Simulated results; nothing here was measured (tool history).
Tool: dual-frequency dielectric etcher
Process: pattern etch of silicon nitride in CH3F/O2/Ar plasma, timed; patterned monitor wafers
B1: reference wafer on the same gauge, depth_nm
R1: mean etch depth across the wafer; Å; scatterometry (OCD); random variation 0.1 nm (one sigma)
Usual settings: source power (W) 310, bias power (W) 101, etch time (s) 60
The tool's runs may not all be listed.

{"run": 1, "day": 0.0, "source power (W)": 310, "bias power (W)": 96, "etch time (s)": 60, "B1": 39.21, "R1": 423.6}
{"run": 2, "day": 2.842, "source power (W)": 310, "bias power (W)": 96, "etch time (s)": 60, "B1": 39.22, "R1": 424.9}
{"run": 3, "day": 4.621, "source power (W)": 310, "bias power (W)": 96, "etch time (s)": 60, "B1": 39.2, "R1": 428}
{"day": 7.838, "done": "wet clean of the chamber"}
{"run": 4, "day": 7.858, "source power (W)": 330, "bias power (W)": 109, "etch time (s)": 60, "B1": 39.19, "R1": 448.2}
{"run": 5, "day": 8.779, "source power (W)": 310, "bias power (W)": 101, "etch time (s)": 60, "B1": 39.21, "R1": 426.7}
{"run": 6, "day": 9.958, "source power (W)": 310, "bias power (W)": 101, "etch time (s)": 60, "B1": 39.22, "R1": 424.7}
{"run": 7, "day": 12.871, "source power (W)": 310, "bias power (W)": 101, "etch time (s)": 50, "B1": 39.18, "R1": 355.8}
{"day": 15.033, "done": "upper electrode replaced"}
{"run": 8, "day": 15.054, "source power (W)": 310, "bias power (W)": 101, "etch time (s)": 50, "B1": 39.19, "R1": 356.7}
{"run": 9, "day": 17.138, "source power (W)": 310, "bias power (W)": 101, "etch time (s)": 50, "B1": 39.2, "R1": 358.1}
{"run": 10, "day": 19.046, "source power (W)": 310, "bias power (W)": 101, "etch time (s)": 60, "B1": 39.23, "R1": 430.6}
{"run": 11, "day": 20.158, "source power (W)": 310, "bias power (W)": 101, "etch time (s)": 60, "B1": 39.2, "R1": 429.2}
{"run": 12, "day": 22.154, "source power (W)": 310, "bias power (W)": 101, "etch time (s)": 60, "B1": 39.2, "R1": 430.2}
{"day": 22.379, "done": "bias power generator calibrated"}
{"run": 13, "day": 23.508, "source power (W)": 310, "bias power (W)": 101, "etch time (s)": 60, "B1": 39.19, "R1": 432.1}
{"day": 24.612, "done": "source power generator calibrated"}
{"run": 14, "day": 25.146, "source power (W)": 310, "bias power (W)": 101, "etch time (s)": 60, "B1": 39.23, "R1": 431.9}
{"run": 15, "day": 26.521, "source power (W)": 350, "bias power (W)": 118, "etch time (s)": 44.5, "B1": 39.19, "R1": 354.5}
{"run": 16, "day": 27.733, "source power (W)": 290, "bias power (W)": 125, "etch time (s)": 73, "B1": 39.21, "R1": 548.8}
{"run": 17, "day": 29.9, "source power (W)": 280, "bias power (W)": 82, "etch time (s)": 60, "B1": 39.22, "R1": 389.9}
{"run": 18, "day": 31.95, "source power (W)": 380, "bias power (W)": 94, "etch time (s)": 76.5, "B1": 39.19, "R1": 588}
{"day": 34.379, "done": "wet clean of the chamber"}
{"day": 34.675, "done": "gauge calibrated"}
{"run": 19, "day": 34.692, "source power (W)": 290, "bias power (W)": 118, "etch time (s)": 67, "B1": 39.2, "R1": 488.7}
{"run": 20, "day": 37.683, "source power (W)": 310, "bias power (W)": 86, "etch time (s)": 42, "B1": 39.17, "R1": 286.4}
{"run": 21, "day": 39.596, "source power (W)": 310, "bias power (W)": 101, "etch time (s)": 60, "B1": 39.18, "R1": 428.3}
{"run": 22, "day": 41.217, "source power (W)": 380, "bias power (W)": 101, "etch time (s)": 60, "B1": 39.18, "R1": 464.9}
{"run": 23, "day": 43.604, "source power (W)": 250, "bias power (W)": 91, "etch time (s)": 76, "B1": 39.21, "R1": 480.9}
{"run": 24, "day": 45.392, "source power (W)": 310, "bias power (W)": 101, "etch time (s)": 48, "B1": 39.22, "R1": 343.5}
{"run": 25, "day": 46.642, "source power (W)": 290, "bias power (W)": 87, "etch time (s)": 60, "B1": 39.21, "R1": 399.9}
{"run": 26, "day": 49.317, "source power (W)": 310, "bias power (W)": 124, "etch time (s)": 43.5, "B1": 39.21, "R1": 334.5}

The tool's hidden state at each run:
source power that arrives over what is set, %: 0 in every run
bias power that arrives over what is set, %: 0 in every run
gauge reads high (%): 0 in every run
H1: etch rate over this chamber's usual, %
run=1 H1=1.15
run=2 H1=1.37
run=3 H1=1.51
run=4 H1=0.105
run=5 H1=0.175
run=6 H1=0.265
run=7 H1=0.488
run=8 H1=0.654
run=9 H1=0.813
run=10 H1=0.959
run=11 H1=1.04
run=12 H1=1.2
run=13 H1=1.3
run=14 H1=1.42
run=15 H1=1.53
run=16 H1=1.62
run=17 H1=1.79
run=18 H1=1.94
run=19 H1=0.23
run=20 H1=0.459
run=21 H1=0.605
run=22 H1=0.728
run=23 H1=0.91
run=24 H1=1.05
run=25 H1=1.14
run=26 H1=1.35
